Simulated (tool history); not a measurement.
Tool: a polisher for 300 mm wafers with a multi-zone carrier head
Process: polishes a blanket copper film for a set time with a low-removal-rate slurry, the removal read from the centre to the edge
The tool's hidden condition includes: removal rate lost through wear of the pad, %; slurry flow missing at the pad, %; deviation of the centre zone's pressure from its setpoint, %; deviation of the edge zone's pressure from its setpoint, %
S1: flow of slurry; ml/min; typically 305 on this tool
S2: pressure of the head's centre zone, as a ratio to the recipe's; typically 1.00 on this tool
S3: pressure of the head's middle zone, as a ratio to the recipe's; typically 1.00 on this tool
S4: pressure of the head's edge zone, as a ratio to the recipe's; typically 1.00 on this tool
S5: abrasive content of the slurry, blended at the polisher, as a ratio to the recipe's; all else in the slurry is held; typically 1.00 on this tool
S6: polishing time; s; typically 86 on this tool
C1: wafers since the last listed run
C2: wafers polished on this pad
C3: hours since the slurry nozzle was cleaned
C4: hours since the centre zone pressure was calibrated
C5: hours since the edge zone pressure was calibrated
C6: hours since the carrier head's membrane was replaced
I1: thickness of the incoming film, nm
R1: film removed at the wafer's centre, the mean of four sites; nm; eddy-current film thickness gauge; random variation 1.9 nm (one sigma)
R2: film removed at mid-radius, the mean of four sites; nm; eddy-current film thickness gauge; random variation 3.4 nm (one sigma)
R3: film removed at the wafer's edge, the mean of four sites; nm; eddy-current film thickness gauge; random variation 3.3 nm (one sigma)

run	hour	S1	S2	S3	S4	S5	S6	C1	C2	C3	C4	C5	C6	I1	R1	R2	R3
1	0.0	305	1.00	1.00	1.00	1.10	86	0	114	275.7	56.7	833.8	651.5	1389.8	270.7	271.2	263.4
2	87.6	305	1.00	1.00	1.00	1.00	86	969	1083	363.3	144.3	921.4	739.1	1389.8	266.8	260.8	259.5
3	124.2	305	1.00	1.00	1.00	1.00	86	404	1488	399.9	180.9	958.0	775.7	1397.1	263.5	263.7	256.4
4	201.2	305	1.00	1.00	1.00	1.00	86	851	2340	476.9	257.9	1035.0	852.7	1398.4	262.0	261.5	263.3
# hour 405.5: worn pad replaced by a new one
5	412.7	305	1.03	1.00	0.92	1.00	86	2295	79	688.4	469.4	1246.5	1064.2	1385.7	258.7	250.4	235.4
# hour 442.9: slurry nozzle cleaned
6	525.1	305	1.00	1.00	1.00	1.00	86	1232	1312	82.2	581.8	1358.9	1176.6	1389.3	269.2	266.4	257.8
7	594.4	305	1.00	1.00	1.00	1.00	86	766	2078	151.5	651.1	1428.2	1245.9	1385.0	266.1	266.7	255.2
# hour 604.3: edge zone pressure recalibrated
8	678.0	305	1.00	1.00	1.00	1.00	86	902	2981	235.1	734.7	73.7	1329.5	1392.3	268.5	261.9	257.9
# hour 693.9: carrier head's membrane replaced by a new one
# hour 770.3: worn pad replaced by a new one
9	770.8	305	1.00	1.00	1.00	1.00	86	927	5	327.9	827.5	166.5	76.9	1374.8	262.7	267.1	259.5
10	841.5	305	1.12	1.00	1.00	0.90	86	782	787	398.6	898.2	237.2	147.6	1395.3	292.2	257.1	255.6
# hour 859.3: centre zone pressure recalibrated
11	933.4	230	1.12	1.00	0.95	1.00	86	994	1781	490.5	74.1	329.1	239.5	1394.9	278.0	246.0	245.8
12	992.4	275	1.00	1.00	0.94	0.85	94	652	2434	549.5	133.1	388.1	298.5	1380.9	268.7	274.2	263.4
13	1090.1	305	0.94	0.88	0.94	0.80	86	1080	3515	647.2	230.8	485.8	396.2	1398.6	226.8	220.3	233.9
# hour 1099.4: worn pad replaced by a new one
# hour 1129.3: slurry nozzle cleaned
14	1131.6	380	1.00	1.00	1.09	1.00	56	403	345	2.3	272.3	527.3	437.7	1386.8	177.3	174.5	182.3
15	1206.2	305	1.00	1.00	1.00	1.00	86	825	1170	76.9	346.9	601.9	512.3	1402.1	270.6	267.8	261.4
16	1281.0	250	1.00	1.00	1.12	1.00	86	827	1998	151.7	421.7	676.7	587.1	1389.9	257.8	255.8	272.3
17	1319.7	305	0.97	1.00	1.00	1.30	86	428	2426	190.4	460.4	715.4	625.8	1394.6	275.1	274.3	272.9
18	1379.0	220	1.00	0.96	1.10	1.00	96	656	3082	249.7	519.7	774.7	685.1	1394.6	280.5	271.8	296.5
19	1448.5	305	1.00	1.00	1.00	1.00	86	768	3851	319.2	589.2	844.2	754.6	1367.9	266.4	268.1	257.2
# hour 1513.3: worn pad replaced by a new one
20	1517.5	240	1.07	1.00	0.95	1.00	86	719	46	388.2	658.2	913.2	823.6	1398.5	273.0	254.7	243.8
21	1570.9	305	1.00	1.00	1.00	1.00	86	590	637	441.6	711.6	966.6	877.0	1360.1	259.6	261.8	253.7

Alternative continuations, all from the tool just after run 21; predict every row:
A	1571.4	305	1.11	1.00	1.00	1.00	86	5	643	442.1	712.1	967.1	877.5	1385.8	?	?	?
B	1571.4	305	0.96	1.00	0.96	1.00	59	5	643	442.1	712.1	967.1	877.5	1385.8	?	?	?
C	1571.4	205	1.00	1.00	1.00	1.00	86	5	643	442.1	712.1	967.1	877.5	1385.8	?	?	?
D	1571.4	355	1.00	1.00	1.00	1.30	86	5	643	442.1	712.1	967.1	877.5	1385.8	?	?	?

run	R1	R2	R3
A	291.9	264.5	259.2
B	173.0	181.6	174.4
C	246.6	250.2	248.6
D	280.8	282.4	275.4
Had the tool no hidden state, the same runs would have come out as:
run	R1	R2	R3
A	299.5	270.8	263.8
B	177.5	185.9	177.5
C	256.3	258.8	254.9
D	287.1	288.1	279.7
